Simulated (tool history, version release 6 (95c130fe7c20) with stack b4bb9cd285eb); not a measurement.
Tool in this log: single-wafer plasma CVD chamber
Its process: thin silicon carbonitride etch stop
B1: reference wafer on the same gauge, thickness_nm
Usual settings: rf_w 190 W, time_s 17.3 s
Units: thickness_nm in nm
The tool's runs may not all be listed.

Run 1, hour 0.0: usual settings but rf_w 205 W; B1 11.897. Result: thickness_nm 10.205 nm.
Run 2, hour 47.8: usual settings but rf_w 205 W; B1 11.900. Result: thickness_nm 10.180 nm.
Run 3, hour 137.4: usual settings but rf_w 200 W, time_s 15.1 s; B1 11.905. Result: thickness_nm 8.790 nm.
Run 4, hour 202.2: usual settings; B1 11.899. Result: thickness_nm 9.931 nm.
Run 5, hour 282.5: usual settings but rf_w 165 W, time_s 18.1 s; B1 11.897. Result: thickness_nm 10.053 nm.
Run 6, hour 328.0: usual settings but rf_w 165 W, time_s 18.1 s; B1 11.904. Result: thickness_nm 10.038 nm.
Run 7, hour 409.5: usual settings but rf_w 165 W, time_s 18.1 s; B1 11.894. Result: thickness_nm 10.017 nm.
Run 8, hour 485.6: usual settings but time_s 19.9 s; B1 11.901. Result: thickness_nm 11.391 nm.
Run 9, hour 583.6: usual settings but time_s 19.9 s; B1 11.907. Result: thickness_nm 11.409 nm.
Run 10, hour 657.7: usual settings but time_s 19.9 s; B1 11.894. Result: thickness_nm 11.397 nm.
Run 11, hour 712.1: usual settings; B1 11.908. Result: thickness_nm 9.893 nm.
Run 12, hour 778.3: usual settings; B1 11.892. Result: thickness_nm 9.888 nm.
Run 13, hour 843.2: usual settings but rf_w 160 W; B1 11.902. Result: thickness_nm 9.479 nm.
Run 14, hour 946.1: usual settings but time_s 19.6 s; B1 11.899. Result: thickness_nm 11.124 nm.
Run 15, hour 982.2: usual settings but rf_w 155 W, time_s 18.3 s; B1 11.907. Result: thickness_nm 9.898 nm.
Run 16, hour 1057.2: usual settings; B1 11.901. Result: thickness_nm 9.809 nm.
Run 17, hour 1124.3: usual settings but rf_w 200 W, time_s 18.5 s; B1 11.896. Result: thickness_nm 10.639 nm.
Run 18, hour 1163.2: usual settings but rf_w 215 W, time_s 14.5 s; B1 11.913. Result: thickness_nm 8.700 nm.
Run 19, hour 1268.8: usual settings but rf_w 180 W; B1 11.914. Result: thickness_nm 9.892 nm.
Run 20, hour 1318.9: usual settings; B1 11.904. Result: thickness_nm 10.003 nm.
Run 21, hour 1371.9: usual settings but rf_w 225 W; B1 11.898. Result: thickness_nm 10.495 nm.
Run 22, hour 1422.1: usual settings but rf_w 155 W, time_s 16.0 s; B1 11.899. Result: thickness_nm 8.776 nm.
Run 23, hour 1473.7: usual settings but rf_w 165 W, time_s 20.5 s; B1 11.894. Result: thickness_nm 11.446 nm.
Run 24, hour 1558.0: usual settings but time_s 18.6 s; B1 11.894. Result: thickness_nm 10.726 nm.
Run 25, hour 1634.8: usual settings; B1 11.895. Result: thickness_nm 9.981 nm.
Run 26, hour 1739.6: usual settings but rf_w 205 W, time_s 20.1 s; B1 11.893. Result: thickness_nm 11.784 nm.
Run 27, hour 1824.5: usual settings but rf_w 210 W; B1 11.901. Result: thickness_nm 10.192 nm.
Run 28, hour 1873.0: usual settings but rf_w 165 W, time_s 16.4 s; B1 11.891. Result: thickness_nm 9.105 nm.
Run 29, hour 1977.8: usual settings; B1 11.894. Result: thickness_nm 9.909 nm.
Run 30, hour 2042.8: usual settings; B1 11.898. Result: thickness_nm 9.971 nm.
Run 31, hour 2085.9: usual settings; B1 11.901. Result: thickness_nm 9.892 nm.
Run 32, hour 2133.7: usual settings but rf_w 200 W; B1 11.912. Result: thickness_nm 10.078 nm.
Run 33, hour 2216.6: usual settings but rf_w 155 W; B1 11.907. Result: thickness_nm 9.441 nm.
Run 34, hour 2309.7: usual settings but rf_w 225 W, time_s 14.0 s; B1 11.906. Result: thickness_nm 8.376 nm.
Run 35, hour 2397.1: usual settings but rf_w 160 W, time_s 15.8 s; B1 11.902. Result: thickness_nm 8.666 nm.
Run 36, hour 2476.5: usual settings but rf_w 180 W, time_s 16.1 s; B1 11.908. Result: thickness_nm 9.058 nm.

The log once held 5 entries between its listed runs, left out of this copy. Where does each go, and what is different about the tool's unlogged condition between the listed run before it and the listed run after it?
Between runs 6 and 7: gauge calibrated (hour 375.4)
  delivered RF power above the setpoint (%): -4.19 -> -4.56
  the result without the hidden state subtracted from the measured one, thickness_nm: -0.113 -> -0.123 nm
Between runs 10 and 11: thermocouple changed; heater temperature recalibrated (hour 683.2)
  delivered RF power above the setpoint (%): -5.68 -> -5.93
  the result without the hidden state subtracted from the measured one, thickness_nm: -0.176 -> -0.160 nm
Between runs 13 and 14: showerhead replaced (hour 886.9)
  delivered RF power above the setpoint (%): -6.53 -> -6.99
  the result without the hidden state subtracted from the measured one, thickness_nm: -0.169 -> -0.213 nm
Between runs 17 and 18: RF generator calibrated (hour 1143.2)
  delivered RF power above the setpoint (%): -7.8 -> -0.163
  the result without the hidden state subtracted from the measured one, thickness_nm: -0.228 -> -0.004 nm
Between runs 25 and 26: thermocouple changed; heater temperature recalibrated (hour 1660.0)
  delivered RF power above the setpoint (%): -2.3 -> -2.78
  the result without the hidden state subtracted from the measured one, thickness_nm: -0.061 -> -0.088 nm
